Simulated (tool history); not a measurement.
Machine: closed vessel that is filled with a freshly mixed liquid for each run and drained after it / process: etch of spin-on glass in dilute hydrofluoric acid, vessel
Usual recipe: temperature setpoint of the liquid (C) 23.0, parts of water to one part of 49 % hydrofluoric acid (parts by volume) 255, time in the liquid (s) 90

run   hour  temperature setpoint of the liquid (C)  parts of water to one part of 49 % hydrofluoric acid (parts by volume)  time in the liquid (s)  read-back film thickness of the spin-on glass reference wafer, read on the same gauge (nm)  thickness taken off the spin-on glass on a monitor wafer (nm)
  1    0.0                                    23.0                                                                     215                      90                                                                                      112.96                                                           9.88
  2   32.1                                    23.0                                                                     215                      90                                                                                      113.09                                                           9.92
  3   64.6                                    23.0                                                                     255                      90                                                                                      113.26                                                           8.05
  4   98.0                                    23.0                                                                     255                      90                                                                                      113.41                                                           7.95
  5  150.9                                    23.0                                                                     255                      90                                                                                      113.62                                                           8.07
  6  216.0                                    23.0                                                                     255                      90                                                                                      113.90                                                           8.15
  7  250.4                                    23.0                                                                     255                      90                                                                                      114.05                                                           7.98
  8  280.5                                    23.0                                                                     255                      90                                                                                      114.20                                                           8.01
  9  326.0                                    23.0                                                                     255                      90                                                                                      114.40                                                           8.04
 10  374.3                                    23.0                                                                     255                      90                                                                                      114.61                                                           8.09
 11  425.1                                    23.0                                                                     255                      90                                                                                      114.82                                                           8.23
     484.5  -- thermometer replaced
 12  489.8                                    27.0                                                                     255                      90                                                                                      115.11                                                           9.43
 13  529.8                                    23.0                                                                     255                      90                                                                                      115.30                                                           8.19
 14  566.3                                    23.0                                                                     255                      90                                                                                      115.45                                                           8.33
 15  597.5                                    23.0                                                                     300                      90                                                                                      115.61                                                           6.58
 16  628.4                                    23.0                                                                     255                      90                                                                                      115.72                                                           8.24
 17  666.0                                    23.0                                                                     255                      90                                                                                      115.89                                                           8.23
     668.3  -- hydrofluoric acid flow meter replaced
 18  865.9                                    20.5                                                                     300                     130                                                                                      116.76                                                           8.94
 19  901.4                                    23.0                                                                     140                      70                                                                                      116.93                                                          13.45
 20  955.4                                    27.0                                                                     145                     140                                                                                      117.18                                                          30.12

Estimate the outcome of run 21 from the log above:
 21  1018.7                                    23.0                                                                     255                      65                                                                                           ?                                                              ?

read-back film thickness of the spin-on glass reference wafer, read on the same gauge (nm): 117.44
thickness taken off the spin-on glass on a monitor wafer (nm): 5.97
Had the tool carried no hidden state, the very same run would have given thickness taken off the spin-on glass on a monitor wafer (nm) 5.60.

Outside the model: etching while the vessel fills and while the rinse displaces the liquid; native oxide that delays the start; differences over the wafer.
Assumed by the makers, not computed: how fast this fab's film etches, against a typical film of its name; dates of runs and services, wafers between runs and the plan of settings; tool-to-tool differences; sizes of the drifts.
